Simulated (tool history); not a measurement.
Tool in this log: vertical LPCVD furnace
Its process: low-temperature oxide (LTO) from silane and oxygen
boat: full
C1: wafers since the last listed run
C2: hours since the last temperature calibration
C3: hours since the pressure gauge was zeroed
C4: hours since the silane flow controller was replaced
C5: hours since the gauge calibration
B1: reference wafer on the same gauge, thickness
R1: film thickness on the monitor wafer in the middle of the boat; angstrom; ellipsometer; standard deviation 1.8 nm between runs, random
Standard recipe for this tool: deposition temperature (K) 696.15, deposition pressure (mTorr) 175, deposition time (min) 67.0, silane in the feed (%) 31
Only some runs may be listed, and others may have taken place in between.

Run 1, hour 0.0: usual settings; C1 0; C2 3577.8; C3 2944.4; C4 5716.9; C5 1782.0; B1 511.96. Result: R1 5216.8 angstrom.
Run 2, hour 55.7: usual settings; C1 1117; C2 3633.5; C3 3000.1; C4 5772.6; C5 1837.7; B1 512.24. Result: R1 5224.4 angstrom.
Run 3, hour 121.4: usual settings; C1 1317; C2 3699.2; C3 3065.8; C4 5838.3; C5 1903.4; B1 512.04. Result: R1 5239.4 angstrom.
Run 4, hour 176.4: usual settings; C1 1103; C2 3754.2; C3 3120.8; C4 5893.3; C5 1958.4; B1 511.71. Result: R1 5252.5 angstrom.
At hour 193.2: gauge calibrated.
Run 5, hour 217.7: usual settings; C1 828; C2 3795.5; C3 3162.1; C4 5934.6; C5 24.5; B1 511.96. Result: R1 5235.2 angstrom.
Run 6, hour 255.3: usual settings; C1 754; C2 3833.1; C3 3199.7; C4 5972.2; C5 62.1; B1 512.14. Result: R1 5284.6 angstrom.
Run 7, hour 322.6: usual settings; C1 1350; C2 3900.4; C3 3267.0; C4 6039.5; C5 129.4; B1 512.29. Result: R1 5260.2 angstrom.
At hour 352.2: pressure gauge zeroed.
Run 8, hour 352.7: usual settings; C1 122; C2 3930.5; C3 0.5; C4 6069.6; C5 159.5; B1 512.06. Result: R1 5053.0 angstrom.
At hour 413.4: thermocouples replaced and temperature profile calibrated.
Run 9, hour 413.9: usual settings but deposition pressure (mTorr) 205, deposition time (min) 82.5; C1 746; C2 0.5; C3 61.7; C4 6130.8; C5 220.7; B1 512.07. Result: R1 6996.6 angstrom.
Run 10, hour 444.8: usual settings but deposition temperature (K) 704.15, deposition pressure (mTorr) 135, deposition time (min) 90.0, silane in the feed (%) 34; C1 619; C2 31.4; C3 92.6; C4 6161.7; C5 251.6; B1 511.89. Result: R1 6231.8 angstrom.
Run 11, hour 476.9: usual settings but deposition temperature (K) 707.15; C1 643; C2 63.5; C3 124.7; C4 6193.8; C5 283.7; B1 512.08. Result: R1 5460.9 angstrom.
Run 12, hour 507.8: usual settings; C1 619; C2 94.4; C3 155.6; C4 6224.7; C5 314.6; B1 511.88. Result: R1 4873.8 angstrom.
Run 13, hour 572.8: usual settings but deposition pressure (mTorr) 165, deposition time (min) 58.0, silane in the feed (%) 29; C1 1303; C2 159.4; C3 220.6; C4 6289.7; C5 379.6; B1 512.25. Result: R1 3629.8 angstrom.
Run 14, hour 637.3: usual settings but deposition temperature (K) 706.15, deposition pressure (mTorr) 160, deposition time (min) 83.5; C1 1293; C2 223.9; C3 285.1; C4 6354.2; C5 444.1; B1 511.60. Result: R1 6214.2 angstrom.
At hour 688.0: silane flow controller replaced.
Run 15, hour 688.5: usual settings but deposition temperature (K) 691.15, deposition pressure (mTorr) 205, deposition time (min) 52.5, silane in the feed (%) 36; C1 545; C2 275.1; C3 336.3; C4 0.5; C5 495.3; B1 512.21. Result: R1 5165.9 angstrom.
Run 16, hour 748.2: usual settings but deposition temperature (K) 687.15, deposition pressure (mTorr) 195, deposition time (min) 49.0, silane in the feed (%) 37; C1 1197; C2 334.8; C3 396.0; C4 60.2; C5 555.0; B1 511.96. Result: R1 4555.0 angstrom.
Run 17, hour 795.0: usual settings but silane in the feed (%) 34; C1 938; C2 381.6; C3 442.8; C4 107.0; C5 601.8; B1 511.92. Result: R1 5571.3 angstrom.
Run 18, hour 847.8: usual settings but deposition temperature (K) 690.15, silane in the feed (%) 27; C1 1059; C2 434.4; C3 495.6; C4 159.8; C5 654.6; B1 511.92. Result: R1 3793.3 angstrom.
Run 19, hour 889.0: usual settings but deposition temperature (K) 692.15, deposition pressure (mTorr) 150, silane in the feed (%) 33; C1 826; C2 475.6; C3 536.8; C4 201.0; C5 695.8; B1 511.90. Result: R1 4428.1 angstrom.

Expected results for the next run?
Run 20, hour 944.8: usual settings; C1 1119; C2 531.4; C3 592.6; C4 256.8; C5 751.6; B1 ?. Result: R1 ?.

B1: 512.04
R1: 4955.7 angstrom
If the tool had no hidden condition, the same run with the same run-to-run variation would have returned R1 4793.0 angstrom.

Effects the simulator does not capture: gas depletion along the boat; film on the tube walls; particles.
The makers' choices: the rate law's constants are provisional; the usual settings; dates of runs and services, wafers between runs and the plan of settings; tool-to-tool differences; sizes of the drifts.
